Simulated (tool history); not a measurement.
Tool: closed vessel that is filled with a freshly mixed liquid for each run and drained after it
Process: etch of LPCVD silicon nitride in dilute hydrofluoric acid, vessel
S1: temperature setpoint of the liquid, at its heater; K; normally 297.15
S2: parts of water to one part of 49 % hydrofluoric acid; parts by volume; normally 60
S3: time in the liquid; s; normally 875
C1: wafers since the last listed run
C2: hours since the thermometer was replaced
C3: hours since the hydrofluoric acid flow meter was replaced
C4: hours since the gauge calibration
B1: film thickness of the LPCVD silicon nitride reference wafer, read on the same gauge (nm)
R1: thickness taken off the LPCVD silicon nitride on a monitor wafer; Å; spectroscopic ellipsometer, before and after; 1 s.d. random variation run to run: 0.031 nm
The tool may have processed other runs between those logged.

run	hour	S1	S2	S3	C1	C2	C3	C4	B1	R1
1	0	297.15	60	875	0	961.1	1561.2	173.4	59.99	66.3
2	52.8	297.15	60	875	2695	1013.9	1614	226.2	59.98	66.4
3	88.9	297.15	60	875	1843	1050	1650.1	262.3	59.98	66.1
4	148.7	297.15	60	875	3053	1109.8	1709.9	322.1	60.01	66.3
5	178.9	297.15	60	875	1541	1140	1740.1	352.3	60	66
6	368.6	297.15	60	875	9685	1329.7	1929.8	542	60	65.9
7	436.8	297.15	60	875	3481	1397.9	1998	610.2	60	65.3
8	463.6	301.15	60	875	1368	1424.7	2024.8	637	60.02	84.8
9	488	297.15	40	875	1245	1449.1	2049.2	661.4	60.02	96.2
10	544.5	297.15	40	875	2884	1505.6	2105.7	717.9	59.98	97.4
# hour 581: gauge calibrated
11	589.2	297.15	40	875	2282	1550.3	2150.4	8.2	59.97	96.9
12	648.8	297.15	60	875	3042	1609.9	2210	67.8	60.01	64.8
13	675.4	297.15	60	875	1358	1636.5	2236.6	94.4	59.98	64.5
14	744.2	294.65	85	875	3512	1705.3	2305.4	163.2	59.99	38.7
15	788.9	297.15	45	1055	2282	1750	2350.1	207.9	60	103.8
16	848.1	297.15	60	875	3022	1809.2	2409.3	267.1	60.01	64.2
17	915.6	298.65	60	875	3446	1876.7	2476.8	334.6	60	70.8
18	977.1	294.65	85	1300	3139	1938.2	2538.3	396.1	59.98	57.1
19	1009.3	292.65	85	515	1643	1970.4	2570.5	428.3	60.01	19.7
20	1045.2	293.65	45	580	1832	2006.3	2606.4	464.2	60	44.2
# hour 1052.3: hydrofluoric acid flow meter replaced
21	1102.7	293.15	85	1310	2884	2063.8	50.4	521.7	60.02	56.4
# hour 1115.1: thermometer replaced
22	1165.8	297.15	30	630	3170	50.7	113.5	584.8	59.98	97.6
23	1213.1	297.15	60	1145	2414	98	160.8	632.1	59.99	90.3
24	1265.8	292.65	45	1080	2690	150.7	213.5	684.8	60.01	83
25	1325.7	297.15	60	875	3058	210.6	273.4	744.7	60	69.2
26	1392.9	297.15	60	875	3430	277.8	340.6	811.9	60.03	68.6
27	1429.6	300.65	60	875	1873	314.5	377.3	848.6	60.02	87

Forecast each of these 3 alternatives for the next run:
A	1430.5	297.15	60	1180	45	315.4	378.2	849.5	?	?
B	1430.5	300.65	40	365	45	315.4	378.2	849.5	?	?
C	1430.5	299.65	85	875	45	315.4	378.2	849.5	?	?

run	B1	R1
A	59.99	92.8
B	59.99	54
C	59.99	57.6
With the hidden condition removed and each run's random variation left untouched, the same runs would have given:
run	R1
A	94.3
B	54.8
C	58.5

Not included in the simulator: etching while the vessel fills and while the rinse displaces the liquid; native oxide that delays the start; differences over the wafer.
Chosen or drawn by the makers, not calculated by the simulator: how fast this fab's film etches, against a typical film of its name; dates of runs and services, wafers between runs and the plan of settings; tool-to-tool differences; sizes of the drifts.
